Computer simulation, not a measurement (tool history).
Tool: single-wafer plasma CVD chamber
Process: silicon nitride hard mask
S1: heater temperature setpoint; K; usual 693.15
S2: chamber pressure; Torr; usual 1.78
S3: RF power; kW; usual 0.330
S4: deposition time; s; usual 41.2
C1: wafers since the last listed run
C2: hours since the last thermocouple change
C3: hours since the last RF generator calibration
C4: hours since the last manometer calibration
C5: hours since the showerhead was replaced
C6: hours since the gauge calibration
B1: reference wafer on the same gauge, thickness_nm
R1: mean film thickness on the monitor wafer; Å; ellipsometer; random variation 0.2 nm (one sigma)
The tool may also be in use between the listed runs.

run,hour,S1,S2,S3,S4,C1,C2,C3,C4,C5,C6,B1,R1
1,0.0,687.15,1.78,0.330,41.2,0,38.3,1075.9,438.9,1936.4,497.7,44.616,490.48
2,40.1,693.15,1.78,0.330,41.2,696,78.4,1116.0,479.0,1976.5,537.8,44.588,483.07
3,134.1,693.15,1.78,0.330,41.2,1631,172.4,1210.0,573.0,2070.5,631.8,44.585,487.99
4,215.3,693.15,1.78,0.330,41.2,1409,253.6,1291.2,654.2,2151.7,713.0,44.630,481.70
5,316.4,693.15,1.78,0.330,41.2,1755,354.7,1392.3,755.3,2252.8,814.1,44.577,480.19
6,355.8,693.15,1.78,0.330,41.2,684,394.1,1431.7,794.7,2292.2,853.5,44.621,484.74
7,461.6,693.15,1.78,0.330,41.2,1836,499.9,1537.5,900.5,2398.0,959.3,44.594,479.37
8,543.6,693.15,1.90,0.330,35.4,1423,581.9,1619.5,982.5,2480.0,1041.3,44.571,420.79
9,622.6,693.15,1.90,0.330,35.4,1371,660.9,1698.5,1061.5,2559.0,1120.3,44.632,419.47
10,688.6,693.15,1.78,0.330,39.0,1145,726.9,1764.5,1127.5,2625.0,1186.3,44.646,451.35
# hour 702.1: gauge calibrated
11,751.3,693.15,1.78,0.330,39.0,1088,789.6,1827.2,1190.2,2687.7,49.2,44.635,454.65
12,804.2,693.15,1.78,0.330,39.0,918,842.5,1880.1,1243.1,2740.6,102.1,44.591,456.63
# hour 847.6: capacitance manometer re-zeroed and calibrated
# hour 888.5: showerhead replaced
13,894.9,704.15,1.78,0.350,41.2,1296,933.2,1970.8,47.3,6.4,192.8,44.561,500.44
14,998.2,693.15,1.78,0.330,34.8,1793,1036.5,2074.1,150.6,109.7,296.1,44.628,409.84
15,1074.0,693.15,1.78,0.330,37.0,1315,1112.3,2149.9,226.4,185.5,371.9,44.569,439.47
16,1147.2,693.15,2.13,0.330,41.2,1270,1185.5,2223.1,299.6,258.7,445.1,44.606,512.83
17,1186.6,693.15,1.78,0.330,41.2,684,1224.9,2262.5,339.0,298.1,484.5,44.566,485.88
18,1271.6,689.15,1.64,0.355,45.9,1475,1309.9,2347.5,424.0,383.1,569.5,44.564,553.18
19,1375.7,700.15,1.95,0.360,38.0,1807,1414.0,2451.6,528.1,487.2,673.6,44.636,488.89
# hour 1385.9: RF generator calibrated
20,1419.7,688.15,1.78,0.355,41.2,624,1458.0,33.8,572.1,531.2,717.6,44.646,509.80
# hour 1434.8: thermocouple changed; heater temperature recalibrated
21,1474.4,693.15,1.78,0.330,41.2,810,39.6,88.5,626.8,585.9,772.3,44.599,483.57
22,1537.2,693.15,1.78,0.330,41.2,1090,102.4,151.3,689.6,648.7,835.1,44.617,482.68
23,1626.9,707.15,1.78,0.330,41.2,1557,192.1,241.0,779.3,738.4,924.8,44.611,475.14
24,1676.2,681.15,2.20,0.375,38.1,855,241.4,290.3,828.6,787.7,974.1,44.622,524.90
25,1735.4,693.15,2.14,0.295,33.8,1027,300.6,349.5,887.8,846.9,1033.3,44.615,385.19
26,1793.4,693.15,1.78,0.360,43.7,1006,358.6,407.5,945.8,904.9,1091.3,44.642,545.10
27,1858.8,693.15,1.78,0.330,41.2,1135,424.0,472.9,1011.2,970.3,1156.7,44.633,479.91
28,1945.3,693.15,1.59,0.315,41.2,1501,510.5,559.4,1097.7,1056.8,1243.2,44.643,448.74

Measured less the same run without the tool's hidden state. The same run-to-run variation is in both; the gauge's scatter may not be:
The hidden state here: wafer temperature above the value expected at the setpoint (K); delivered RF power above the setpoint (%); true pressure above the setpoint (%); gauge reads high (%).
run,R1
1,-0.38
2,-0.58
3,-1.13
4,-1.67
5,-2.47
6,-2.84
7,-3.82
8,-4.13
9,-4.92
10,-6.09
11,-6.94
12,-7.69
13,-0.14
14,-0.22
15,-0.37
16,-0.61
17,-0.77
18,-1.34
19,-1.60
20,-2.06
21,-2.32
22,-2.79
23,-3.47
24,-4.01
25,-3.37
26,-5.86
27,-5.89
28,-6.80

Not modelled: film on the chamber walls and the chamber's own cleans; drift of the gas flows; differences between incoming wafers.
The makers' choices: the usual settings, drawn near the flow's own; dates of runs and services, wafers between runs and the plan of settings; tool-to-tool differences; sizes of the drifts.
